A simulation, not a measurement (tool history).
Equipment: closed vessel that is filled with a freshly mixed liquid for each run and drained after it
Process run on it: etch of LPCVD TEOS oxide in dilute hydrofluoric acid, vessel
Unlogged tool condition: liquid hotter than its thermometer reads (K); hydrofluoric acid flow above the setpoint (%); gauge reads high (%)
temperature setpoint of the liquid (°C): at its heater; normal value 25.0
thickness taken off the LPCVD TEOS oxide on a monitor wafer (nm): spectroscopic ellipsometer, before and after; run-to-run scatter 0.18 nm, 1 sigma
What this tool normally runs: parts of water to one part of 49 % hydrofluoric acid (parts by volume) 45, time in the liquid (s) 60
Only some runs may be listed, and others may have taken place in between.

run     day  temperature setpoint of the liquid (°C)  parts of water to one part of 49 % hydrofluoric acid (parts by volume)  time in the liquid (s)  wafers since the last listed run  hours since the thermometer was replaced  hours since the hydrofluoric acid flow meter was replaced  hours since the gauge calibration  read-back film thickness of the LPCVD TEOS oxide reference wafer, read on the same gauge (nm)  thickness taken off the LPCVD TEOS oxide on a monitor wafer (nm)
  1   0.000                                     25.0                                                                      40                      60                                 0                                     435.8                                                     2216.9                              930.6                                                                                          30.00                                                             34.32
  2   0.917                                     26.5                                                                      45                      60                              3059                                     457.8                                                     2238.9                              952.6                                                                                          29.98                                                             32.38
  3   2.308                                     25.0                                                                      45                      60                              4645                                     491.2                                                     2272.3                              986.0                                                                                          29.98                                                             30.68
  4   3.242                                     25.0                                                                      50                      75                              3115                                     513.6                                                     2294.7                             1008.4                                                                                          30.00                                                             34.15
  5   4.433                                     25.0                                                                      50                      75                              3977                                     542.2                                                     2323.3                             1037.0                                                                                          30.00                                                             34.71
  6   5.875                                     25.0                                                                      45                      60                              4812                                     576.8                                                     2357.9                             1071.6                                                                                          30.05                                                             31.07
      6.533  -- gauge calibrated
  7   7.071                                     25.0                                                                      45                      60                              3991                                     605.5                                                     2386.6                               12.9                                                                                          30.03                                                             31.50
      7.504  -- thermometer replaced
  8   8.421                                     25.0                                                                      45                      60                              4367                                      22.0                                                     2419.0                               45.3                                                                                          29.99                                                             29.62
  9   9.621                                     25.0                                                                      45                      60                              4005                                      50.8                                                     2447.8                               74.1                                                                                          30.01                                                             30.07
 10  11.033                                     25.0                                                                      45                      60                              4715                                      84.7                                                     2481.7                              108.0                                                                                          30.02                                                             29.88
 11  12.029                                     25.0                                                                      45                      60                              3324                                     108.6                                                     2505.6                              131.9                                                                                          30.01                                                             30.10
 12  13.479                                     28.5                                                                      45                      60                              4840                                     143.4                                                     2540.4                              166.7                                                                                          30.00                                                             35.14
 13  14.367                                     25.0                                                                      45                      60                              2962                                     164.7                                                     2561.7                              188.0                                                                                          30.02                                                             30.27
 14  15.354                                     25.0                                                                      45                      60                              3296                                     188.4                                                     2585.4                              211.7                                                                                          30.01                                                             30.62
 15  16.146                                     25.0                                                                      55                      60                              2642                                     207.4                                                     2604.4                              230.7                                                                                          30.00                                                             24.35
 16  17.792                                     25.0                                                                      45                      35                              5493                                     246.9                                                     2643.9                              270.2                                                                                          30.00                                                             17.79
 17  18.800                                     21.5                                                                      60                      60                              3365                                     271.1                                                     2668.1                              294.4                                                                                          30.02                                                             19.63
 18  20.554                                     22.5                                                                      35                      75                              5855                                     313.2                                                     2710.2                              336.5                                                                                          30.00                                                             45.64
 19  21.292                                     21.5                                                                      45                      60                              2461                                     330.9                                                     2727.9                              354.2                                                                                          29.98                                                             26.70
     22.096  -- hydrofluoric acid flow meter replaced
 20  22.450                                     28.0                                                                      25                      70                              3727                                     358.7                                                        8.5                              382.0                                                                                          29.98                                                             67.12
 21  23.104                                     20.0                                                                      60                      60                              2183                                     374.4                                                       24.2                              397.7                                                                                          30.02                                                             16.66
 22  23.775                                     21.5                                                                      55                      30                              2239                                     390.5                                                       40.3                              413.8                                                                                          29.98                                                              9.60

The next listed run, before its measurement:
 23  24.308                                     25.0                                                                      45                      60                              1780                                     403.3                                                       53.1                              426.6                                                                                              ?                                                                 ?

{"run 23": {"read-back film thickness of the LPCVD TEOS oxide reference wafer, read on the same gauge (nm)": 29.99, "thickness taken off the LPCVD TEOS oxide on a monitor wafer (nm)": 27.99}}
Were there no unlogged condition in the tool, this run, its random variation unchanged, would have produced thickness taken off the LPCVD TEOS oxide on a monitor wafer (nm) 25.75.
